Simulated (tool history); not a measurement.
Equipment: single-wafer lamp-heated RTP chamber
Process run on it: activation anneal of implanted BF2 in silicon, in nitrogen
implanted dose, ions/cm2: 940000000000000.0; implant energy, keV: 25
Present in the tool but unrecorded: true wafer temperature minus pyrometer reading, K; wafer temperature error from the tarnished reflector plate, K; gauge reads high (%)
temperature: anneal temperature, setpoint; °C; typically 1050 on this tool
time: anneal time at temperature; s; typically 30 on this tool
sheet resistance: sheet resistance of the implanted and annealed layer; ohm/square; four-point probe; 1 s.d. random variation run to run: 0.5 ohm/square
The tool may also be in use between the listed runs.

run   hour  temperature  time  wafers since the last listed run  wafers since the last pyrometer calibration  wafers since the reflector plate was cleaned  hours since the gauge calibration  read-back reference wafer on the same gauge, sheet resistance  sheet resistance
  1      0         1050    30                                 0                                         1485                                          6235                              267.3                                                         106.62            131.64
      36.9  -- pyrometer window cleaned and pyrometer calibrated
  2   37.4         1050    30                               329                                            5                                          6564                              304.7                                                         106.67            131.72
  3   53.6         1050    30                               181                                          186                                          6746                              320.9                                                         106.72            131.49
  4   72.5         1037    30                               211                                          398                                          6958                              339.8                                                         106.76            136.14
  5  147.9         1037    30                               844                                         1243                                          7803                              415.2                                                         106.89            137.11
  6  174.3         1050    30                               295                                         1539                                          8098                              441.6                                                         106.88            131.84
     206.2  -- pyrometer window cleaned and pyrometer calibrated
  7  259.8         1038    30                               868                                          600                                          8967                              527.1                                                         107.22            136.19
  8  272.8         1038    30                               145                                          746                                          9113                              540.1                                                         107.24            137.03
  9  284.8         1038    30                               134                                          880                                          9247                              552.1                                                         107.36            137.38
 10  313.2         1050    44                               318                                         1198                                          9565                              580.5                                                         107.54            128.12
 11  337.9         1050    30                               276                                         1475                                          9842                              605.2                                                         107.59            132.87
 12  358.5         1050    30                               230                                         1706                                         10073                              625.8                                                         107.73            131.93
     395.1  -- pyrometer window cleaned and pyrometer calibrated
 13  395.6         1050    43                               326                                            6                                         10399                              662.9                                                         107.84            128.31
 14  406.3         1050    43                               119                                          126                                         10519                              673.6                                                         107.75            128.58
 15  420.8         1050    43                               162                                          288                                         10682                              688.1                                                         108.01            129.01
 16  455.8         1050    30                               392                                          680                                         11074                              723.1                                                          108.2            133.08
 17  486.6         1050    30                               345                                         1025                                         11419                              753.9                                                          108.4            134.32
 18  506.8         1070    30                               226                                         1252                                         11645                              774.1                                                         108.56            126.95
     535.3  -- reflector plate cleaned
 19  555.6         1050    16                               457                                         1709                                           227                              822.9                                                         108.75            140.86
 20  573.5         1042    13                               200                                         1910                                           428                              840.8                                                          108.9            147.56
     591.8  -- pyrometer window cleaned and pyrometer calibrated
 21  593.7         1050    45                               136                                           20                                           565                                861                                                         109.11            129.53
       614  -- gauge calibrated
 22  624.8         1078    30                               348                                          369                                           913                               10.8                                                         106.85            123.17
 23  643.8         1073    16                               212                                          582                                          1126                               29.8                                                         106.69            129.53
 24  670.6         1026    48                               300                                          882                                          1426                               56.6                                                         106.75            135.65
 25  694.4         1050    30                               266                                         1149                                          1693                               80.4                                                         106.82            131.68
 26  728.8         1034    41                               385                                         1534                                          2079                              114.8                                                         106.73            134.25
 27  742.7         1050    30                               155                                         1690                                          2234                              128.7                                                         106.81            131.71
 28  760.9         1029    42                               203                                         1894                                          2438                              146.9                                                         106.82            136.03
     782.9  -- pyrometer window cleaned and pyrometer calibrated
 29    784         1068    30                               169                                           12                                          2608                                170                                                         106.83            125.75
 30  800.1         1070    42                               180                                          193                                          2788                              186.1                                                          106.8            121.65
 31  828.6         1050    30                               319                                          512                                          3107                              214.6                                                         106.99            131.06
 32  855.7         1025    47                               303                                          816                                          3411                              241.7                                                            107            136.97
 33  881.4         1050    36                               288                                         1104                                          3699                              267.4                                                         107.07            129.82
 34  897.7         1060    30                               182                                         1286                                          3882                              283.7                                                         106.98             129.2
 35  933.7         1067    37                               403                                         1690                                          4285                              319.7                                                         106.94            123.97
       965  -- pyrometer window cleaned and pyrometer calibrated
 36    969         1061    35                               305                                           44                                          4591                                355                                                         107.41            125.91
 37  989.9         1050    30                               234                                          278                                          4825                              375.9                                                         107.35            131.14

Predict each of these 3 candidate next runs independently; none follows another, all start after run 37:
  A  990.3         1050    42                                 4                                          283                                          4830                              376.3                                                              ?                 ?
  B  990.3         1031    24                                 4                                          283                                          4830                              376.3                                                              ?                 ?
  C  990.3         1037    16                                 4                                          283                                          4830                              376.3                                                              ?                 ?

run  read-back reference wafer on the same gauge, sheet resistance  sheet resistance
  A                                                         107.22            128.76
  B                                                         107.22            143.33
  C                                                         107.22            145.84
Take away the tool's hidden state, keep each run's random variation, and the runs would have read:
run  sheet resistance
  A            128.43
  B            142.97
  C            145.46

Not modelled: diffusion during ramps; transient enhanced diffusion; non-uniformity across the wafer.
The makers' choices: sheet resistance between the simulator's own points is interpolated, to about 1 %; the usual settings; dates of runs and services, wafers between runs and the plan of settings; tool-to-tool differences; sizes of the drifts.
